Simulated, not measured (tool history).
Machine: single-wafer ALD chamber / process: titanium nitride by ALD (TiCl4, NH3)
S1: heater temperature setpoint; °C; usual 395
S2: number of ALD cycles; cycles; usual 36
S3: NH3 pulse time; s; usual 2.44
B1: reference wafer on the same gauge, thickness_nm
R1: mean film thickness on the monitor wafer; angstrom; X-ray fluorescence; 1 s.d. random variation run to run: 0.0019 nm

| run | hour | S1 | S2 | S3 | B1 | R1 |
|---|---|---|---|---|---|---|
| 1 | 0 | 395 | 36 | 2.44 | 0.697 | 7.44 |
| 2 | 19.1 | 395 | 36 | 2.44 | 0.697 | 7.45 |
| 3 | 41.2 | 395 | 36 | 2.44 | 0.697 | 7.48 |
| 4 | 67.3 | 395 | 31 | 2.44 | 0.696 | 6.43 |
| 5 | 151.9 | 395 | 31 | 2.44 | 0.698 | 6.42 |
| 6 | 180.8 | 395 | 31 | 2.44 | 0.697 | 6.43 |
| 7 | 200.5 | 395 | 36 | 2.69 | 0.698 | 7.51 |
| 8 | 228.9 | 400 | 36 | 2.44 | 0.698 | 7.52 |
|  | 254 | thermocouple changed; heater temperature recalibrated |
| 9 | 254.5 | 395 | 34 | 2.44 | 0.697 | 7.04 |
| 10 | 286.7 | 395 | 34 | 2.44 | 0.697 | 7.06 |
| 11 | 306.1 | 409 | 30 | 2.44 | 0.696 | 6.27 |
|  | 336.7 | gauge calibrated |
| 12 | 341.2 | 395 | 36 | 3.15 | 0.697 | 7.53 |
|  | 358.6 | showerhead replaced |
| 13 | 373 | 395 | 36 | 2.44 | 0.696 | 7.47 |
| 14 | 392.4 | 395 | 36 | 3.15 | 0.698 | 7.55 |
| 15 | 415.5 | 387 | 36 | 1.58 | 0.697 | 7.31 |
| 16 | 433.4 | 401 | 42 | 1.85 | 0.697 | 8.7 |
| 17 | 467.6 | 405 | 41 | 2.76 | 0.698 | 8.59 |
| 18 | 493.7 | 401 | 38 | 2.44 | 0.698 | 7.89 |

Expected results for the next run?
| 19 | 510.9 | 408 | 36 | 2.44 | ? | ? |

Logged for run 19: B1 0.697, R1 7.52 angstrom.
Without the tool's hidden state the same run would have given R1 7.52 angstrom.
